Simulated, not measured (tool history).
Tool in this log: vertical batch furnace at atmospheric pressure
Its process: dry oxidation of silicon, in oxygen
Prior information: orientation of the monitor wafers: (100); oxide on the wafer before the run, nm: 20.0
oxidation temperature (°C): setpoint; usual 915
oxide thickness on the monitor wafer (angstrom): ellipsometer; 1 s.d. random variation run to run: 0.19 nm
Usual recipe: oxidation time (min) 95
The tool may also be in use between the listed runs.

| run | hour | oxidation temperature (°C) | oxidation time (min) | read-back reference wafer on the same gauge, thickness | oxide thickness on the monitor wafer (angstrom) |
|---|---|---|---|---|---|
| 1 | 0 | 915 | 83.5 | 44.5 | 413.6 |
| 2 | 52.8 | 915 | 83.5 | 44.39 | 412.9 |
|  | 76.5 | gauge calibrated |
| 3 | 99.6 | 915 | 95 | 44.46 | 439.9 |
| 4 | 146.8 | 915 | 95 | 44.46 | 438.8 |
| 5 | 183.8 | 915 | 95 | 44.47 | 442 |
| 6 | 238.6 | 915 | 95 | 44.47 | 437.4 |
| 7 | 306.3 | 915 | 85 | 44.48 | 416.6 |
| 8 | 354.9 | 915 | 85 | 44.54 | 418.9 |
| 9 | 408 | 915 | 95 | 44.53 | 438.3 |
| 10 | 437.7 | 915 | 95 | 44.46 | 439 |
| 11 | 496.7 | 915 | 95 | 44.49 | 437.1 |
| 12 | 544 | 915 | 95 | 44.58 | 438.9 |
|  | 568.7 | boat lift adjusted |
| 13 | 583.1 | 915 | 115.5 | 44.52 | 477.2 |
| 14 | 627.6 | 915 | 115.5 | 44.53 | 480.5 |
| 15 | 683.6 | 915 | 115.5 | 44.43 | 480.3 |
| 16 | 735.8 | 893 | 95 | 44.54 | 380.9 |
| 17 | 807.1 | 915 | 69.5 | 44.49 | 384.5 |
| 18 | 844.7 | 940 | 68 | 44.47 | 441.1 |
|  | 913.1 | thermocouples replaced and temperature profile calibrated |
| 19 | 913.6 | 915 | 95 | 44.47 | 438.4 |
|  | 942.6 | gauge calibrated |
| 20 | 944.3 | 915 | 95 | 44.48 | 441.8 |
| 21 | 1005.8 | 931 | 77 | 44.49 | 444.9 |
| 22 | 1059.9 | 904 | 116.5 | 44.46 | 450.6 |
| 23 | 1124.9 | 922 | 63.5 | 44.48 | 386.8 |
| 24 | 1180 | 915 | 95 | 44.61 | 440 |
| 25 | 1238.6 | 915 | 95 | 44.47 | 438.7 |
| 26 | 1272.8 | 899 | 77 | 44.48 | 364.2 |
| 27 | 1333.3 | 939 | 117 | 44.49 | 582.4 |

Run 28, settings as shown, results not yet in. Your forecast:
| 28 | 1401.4 | 893 | 76.5 | ? | ? |

{"run 28": {"read-back reference wafer on the same gauge, thickness": 44.53, "oxide thickness on the monitor wafer (angstrom)": 352.4}}
The same run, on a tool lacking any hidden state, would have yielded oxide thickness on the monitor wafer (angstrom) 352.4.

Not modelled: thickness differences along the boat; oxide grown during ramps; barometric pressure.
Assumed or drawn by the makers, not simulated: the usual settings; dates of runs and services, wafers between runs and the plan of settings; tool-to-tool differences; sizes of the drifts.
